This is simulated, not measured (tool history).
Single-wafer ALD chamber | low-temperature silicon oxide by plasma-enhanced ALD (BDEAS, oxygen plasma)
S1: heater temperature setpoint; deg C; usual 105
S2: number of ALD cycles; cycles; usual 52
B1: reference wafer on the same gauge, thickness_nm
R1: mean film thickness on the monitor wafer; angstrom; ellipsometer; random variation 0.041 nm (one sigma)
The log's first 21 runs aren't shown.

run,day,S1,S2,B1,R1
22,52.396,105,60,7.083,87.34
23,53.842,118,57,7.112,81.58
24,55.417,97,52,7.098,77.13
25,57.767,105,52,7.102,75.63
26,60.208,110,48,7.095,69.31
27,61.467,115,56,7.098,79.72
28,63.433,101,59,7.100,86.74
29,65.562,105,52,7.101,75.69
30,66.625,96,58,7.104,86.73
31,71.850,105,52,7.105,75.29

Forecast each of these 4 alternatives for the next run:
A,71.871,105,52,?,?
B,71.871,105,49,?,?
C,71.871,110,56,?,?
D,71.871,118,48,?,?

run,B1,R1
A,7.108,75.35
B,7.108,71.00
C,7.108,80.45
D,7.108,67.99
Without the tool's hidden state the same runs would have given:
run,R1
A,75.35
B,71.00
C,80.45
D,67.99
